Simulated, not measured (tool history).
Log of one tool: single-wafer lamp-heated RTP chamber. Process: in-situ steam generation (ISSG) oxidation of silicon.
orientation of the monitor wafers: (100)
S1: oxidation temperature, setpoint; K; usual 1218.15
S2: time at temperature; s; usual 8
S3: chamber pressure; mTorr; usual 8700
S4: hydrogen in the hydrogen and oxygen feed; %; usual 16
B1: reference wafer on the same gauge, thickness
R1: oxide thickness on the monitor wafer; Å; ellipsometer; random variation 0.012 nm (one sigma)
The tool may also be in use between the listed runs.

{"run": 1, "hour": 0.0, "S1": 1225.15, "S2": 8, "S3": 8700, "S4": 19, "B1": 2.939, "R1": 32.41}
{"hour": 73.1, "done": "pyrometer window cleaned and pyrometer calibrated"}
{"run": 2, "hour": 85.3, "S1": 1225.15, "S2": 8, "S3": 8700, "S4": 19, "B1": 2.939, "R1": 31.44}
{"run": 3, "hour": 122.0, "S1": 1225.15, "S2": 8, "S3": 8700, "S4": 19, "B1": 2.94, "R1": 31.66}
{"run": 4, "hour": 176.8, "S1": 1218.15, "S2": 9, "S3": 8700, "S4": 16, "B1": 2.938, "R1": 31.16}
{"run": 5, "hour": 267.9, "S1": 1218.15, "S2": 9, "S3": 8700, "S4": 16, "B1": 2.94, "R1": 31.17}
{"run": 6, "hour": 335.8, "S1": 1218.15, "S2": 9, "S3": 8700, "S4": 16, "B1": 2.94, "R1": 31.25}
{"run": 7, "hour": 383.8, "S1": 1218.15, "S2": 8, "S3": 8700, "S4": 16, "B1": 2.941, "R1": 29.91}
{"run": 8, "hour": 448.3, "S1": 1218.15, "S2": 8, "S3": 8700, "S4": 16, "B1": 2.941, "R1": 30.06}
{"run": 9, "hour": 500.9, "S1": 1218.15, "S2": 11, "S3": 8700, "S4": 23, "B1": 2.939, "R1": 37.11}
{"run": 10, "hour": 593.0, "S1": 1232.15, "S2": 7, "S3": 8700, "S4": 16, "B1": 2.937, "R1": 29.78}
{"hour": 615.4, "done": "pressure gauge zeroed"}
{"hour": 616.9, "done": "hydrogen flow controller replaced"}
{"hour": 624.6, "done": "pyrometer window cleaned and pyrometer calibrated"}
{"run": 11, "hour": 732.1, "S1": 1211.15, "S2": 8, "S3": 9300, "S4": 16, "B1": 2.94, "R1": 29.22}
{"run": 12, "hour": 776.2, "S1": 1218.15, "S2": 9, "S3": 9100, "S4": 11, "B1": 2.939, "R1": 28.47}
{"hour": 807.9, "done": "gauge calibrated"}
{"run": 13, "hour": 942.9, "S1": 1218.15, "S2": 8, "S3": 8700, "S4": 16, "B1": 2.94, "R1": 29.93}
{"run": 14, "hour": 1022.8, "S1": 1218.15, "S2": 6, "S3": 10000, "S4": 16, "B1": 2.94, "R1": 26.65}
{"run": 15, "hour": 1060.6, "S1": 1218.15, "S2": 8, "S3": 7400, "S4": 16, "B1": 2.939, "R1": 30.22}
{"hour": 1177.9, "done": "pyrometer window cleaned and pyrometer calibrated"}
{"run": 16, "hour": 1232.0, "S1": 1218.15, "S2": 8, "S3": 8700, "S4": 16, "B1": 2.941, "R1": 29.69}
{"run": 17, "hour": 1316.0, "S1": 1211.15, "S2": 9, "S3": 8700, "S4": 12, "B1": 2.941, "R1": 28.65}

5 ways to go on from here, each from the tool as it stands after run 17. What would each give?
{"run": "A", "hour": 1316.4, "S1": 1218.15, "S2": 8, "S3": 8700, "S4": 16, "B1": "?", "R1": "?"}
{"run": "B", "hour": 1316.4, "S1": 1218.15, "S2": 7, "S3": 8700, "S4": 16, "B1": "?", "R1": "?"}
{"run": "C", "hour": 1316.4, "S1": 1223.15, "S2": 8, "S3": 8700, "S4": 24, "B1": "?", "R1": "?"}
{"run": "D", "hour": 1316.4, "S1": 1218.15, "S2": 8, "S3": 10100, "S4": 16, "B1": "?", "R1": "?"}
{"run": "E", "hour": 1316.4, "S1": 1200.15, "S2": 8, "S3": 10200, "S4": 11, "B1": "?", "R1": "?"}

run=A B1=2.938 R1=29.64
run=B B1=2.938 R1=28.26
run=C B1=2.938 R1=33.17
run=D B1=2.938 R1=29.07
run=E B1=2.938 R1=25.83
Without the tool's hidden state the same runs would have given:
run=A R1=29.6
run=B R1=28.22
run=C R1=33.12
run=D R1=29.03
run=E R1=25.79
